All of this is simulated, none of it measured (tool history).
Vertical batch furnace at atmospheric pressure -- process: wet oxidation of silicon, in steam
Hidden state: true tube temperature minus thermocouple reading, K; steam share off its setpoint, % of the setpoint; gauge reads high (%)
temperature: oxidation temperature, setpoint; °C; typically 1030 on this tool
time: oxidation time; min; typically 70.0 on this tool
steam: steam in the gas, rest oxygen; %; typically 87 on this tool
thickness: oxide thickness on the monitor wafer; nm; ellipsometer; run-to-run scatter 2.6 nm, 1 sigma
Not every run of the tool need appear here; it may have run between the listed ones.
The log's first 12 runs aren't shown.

run	day	temperature	time	steam	wafers since the last listed run	hours since the last temperature calibration	hours since the steam generator was serviced	hours since the gauge calibration	read-back reference wafer on the same gauge, thickness	thickness
13	31.733	1030	70.0	87	709	382.4	1267.1	301.0	515.17	476.50
14	38.654	1045	104.5	97	2695	548.5	1433.2	467.1	515.33	706.32
15	40.088	1006	70.0	87	558	582.9	1467.6	501.5	515.30	410.27
16	42.433	1030	70.0	87	913	639.2	1523.9	557.8	515.13	472.68
17	45.158	1030	96.0	87	1061	704.6	1589.3	623.2	514.37	587.35
18	46.167	1030	70.0	87	392	728.8	1613.5	647.4	515.37	472.42
19	47.775	1010	95.0	83	626	767.4	1652.1	686.0	515.09	496.23
20	49.504	1037	91.0	76	673	808.9	1693.6	727.5	515.30	532.52
21	51.879	1054	70.0	87	924	865.9	1750.6	784.5	514.55	539.23
# day 59.117: steam generator serviced
22	59.771	1053	70.0	87	2683	1055.3	15.7	973.9	515.06	549.99
23	60.817	1030	70.0	87	407	1080.4	40.8	999.0	514.58	491.93
24	62.058	1030	70.0	83	483	1110.2	70.6	1028.8	515.74	481.69
25	64.167	1019	44.5	77	821	1160.8	121.2	1079.4	515.28	314.80
26	66.804	1019	40.5	97	1027	1224.1	184.5	1142.7	514.99	345.47
27	68.108	1030	70.0	78	507	1255.4	215.8	1174.0	514.91	457.92

The next listed run, before its measurement:
28	71.088	1048	80.5	97	1160	1326.9	287.3	1245.5	?	?

Run 28 came out at read-back reference wafer on the same gauge, thickness 515.48, thickness 626.52 nm.
Were there no unlogged condition in the tool, this run, its random variation unchanged, would have produced thickness 627.81 nm.
